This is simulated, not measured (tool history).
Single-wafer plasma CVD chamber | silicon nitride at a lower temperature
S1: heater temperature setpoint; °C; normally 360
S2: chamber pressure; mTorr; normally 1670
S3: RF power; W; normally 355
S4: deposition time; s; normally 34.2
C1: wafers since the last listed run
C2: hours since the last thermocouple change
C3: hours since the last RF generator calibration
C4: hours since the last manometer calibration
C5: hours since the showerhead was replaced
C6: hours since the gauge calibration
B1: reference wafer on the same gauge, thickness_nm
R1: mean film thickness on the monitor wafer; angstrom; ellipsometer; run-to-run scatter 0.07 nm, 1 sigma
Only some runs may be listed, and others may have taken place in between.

run 1 hour=0 | S1=360 S2=1670 S3=355 S4=34.2 | C1=0 C2=1629.3 C3=1906.5 C4=1397.6 C5=7323.6 C6=170.8 | B1=51.883 | R1=444.94
run 2 hour=30.1 | S1=360 S2=1670 S3=355 S4=34.2 | C1=643 C2=1659.4 C3=1936.6 C4=1427.7 C5=7353.7 C6=200.9 | B1=51.89 | R1=444.2
run 3 hour=49.4 | S1=360 S2=1670 S3=355 S4=34.2 | C1=412 C2=1678.7 C3=1955.9 C4=1447 C5=7373 C6=220.2 | B1=51.897 | R1=442.51
run 4 hour=71.8 | S1=360 S2=1670 S3=355 S4=34.2 | C1=479 C2=1701.1 C3=1978.3 C4=1469.4 C5=7395.4 C6=242.6 | B1=51.907 | R1=443.52
run 5 hour=100.5 | S1=348 S2=1670 S3=355 S4=34.2 | C1=613 C2=1729.8 C3=2007 C4=1498.1 C5=7424.1 C6=271.3 | B1=51.881 | R1=444.52
run 6 hour=135.3 | S1=348 S2=1670 S3=355 S4=34.2 | C1=744 C2=1764.6 C3=2041.8 C4=1532.9 C5=7458.9 C6=306.1 | B1=51.893 | R1=444.46
run 7 hour=170.1 | S1=348 S2=1670 S3=355 S4=34.2 | C1=744 C2=1799.4 C3=2076.6 C4=1567.7 C5=7493.7 C6=340.9 | B1=51.884 | R1=445.43
run 8 hour=196.4 | S1=360 S2=1670 S3=355 S4=34.2 | C1=562 C2=1825.7 C3=2102.9 C4=1594 C5=7520 C6=367.2 | B1=51.892 | R1=442.17
-- hour=227.8 thermocouple changed; heater temperature recalibrated
run 9 hour=228.3 | S1=360 S2=1670 S3=355 S4=34.2 | C1=511 C2=0.5 C3=2134.8 C4=1625.9 C5=7551.9 C6=399.1 | B1=51.882 | R1=441.53
run 10 hour=254.8 | S1=360 S2=1670 S3=355 S4=34.2 | C1=566 C2=27 C3=2161.3 C4=1652.4 C5=7578.4 C6=425.6 | B1=51.88 | R1=441.52
run 11 hour=286.1 | S1=360 S2=1670 S3=355 S4=34.2 | C1=669 C2=58.3 C3=2192.6 C4=1683.7 C5=7609.7 C6=456.9 | B1=51.9 | R1=440.4
run 12 hour=316 | S1=360 S2=1670 S3=315 S4=34.2 | C1=639 C2=88.2 C3=2222.5 C4=1713.6 C5=7639.6 C6=486.8 | B1=51.906 | R1=414.48
run 13 hour=347.7 | S1=360 S2=1670 S3=315 S4=34.2 | C1=677 C2=119.9 C3=2254.2 C4=1745.3 C5=7671.3 C6=518.5 | B1=51.932 | R1=413.19
run 14 hour=364.4 | S1=360 S2=1670 S3=355 S4=34.2 | C1=357 C2=136.6 C3=2270.9 C4=1762 C5=7688 C6=535.2 | B1=51.916 | R1=439.93
-- hour=392 capacitance manometer re-zeroed and calibrated
run 15 hour=392.5 | S1=372 S2=1460 S3=355 S4=28 | C1=429 C2=164.7 C3=2299 C4=0.5 C5=7716.1 C6=563.3 | B1=51.913 | R1=354.78
run 16 hour=423 | S1=360 S2=1670 S3=325 S4=34.2 | C1=652 C2=195.2 C3=2329.5 C4=31 C5=7746.6 C6=593.8 | B1=51.866 | R1=428.08
-- hour=432.5 RF generator calibrated
-- hour=455 gauge calibrated
run 17 hour=457.6 | S1=360 S2=1670 S3=355 S4=29.2 | C1=568 C2=229.8 C3=25.1 C4=65.6 C5=7781.2 C6=2.6 | B1=51.902 | R1=390.25
run 18 hour=477.7 | S1=351 S2=1280 S3=355 S4=34.2 | C1=429 C2=249.9 C3=45.2 C4=85.7 C5=7801.3 C6=22.7 | B1=51.881 | R1=435.48
-- hour=488.4 showerhead replaced
run 19 hour=508.7 | S1=348 S2=1340 S3=380 S4=30.3 | C1=491 C2=280.9 C3=76.2 C4=116.7 C5=20.3 C6=53.7 | B1=51.92 | R1=402.56

Run 20 is up next; what results do you expect?
run 20 hour=538.9 | S1=345 S2=1530 S3=410 S4=37.5 | C1=645 C2=311.1 C3=106.4 C4=146.9 C5=50.5 C6=83.9 | B1=? | R1=?

Run 20 produced B1 51.901, R1 532.76 angstrom.
The same run, on a tool lacking any hidden state, would have yielded R1 536.24 angstrom.

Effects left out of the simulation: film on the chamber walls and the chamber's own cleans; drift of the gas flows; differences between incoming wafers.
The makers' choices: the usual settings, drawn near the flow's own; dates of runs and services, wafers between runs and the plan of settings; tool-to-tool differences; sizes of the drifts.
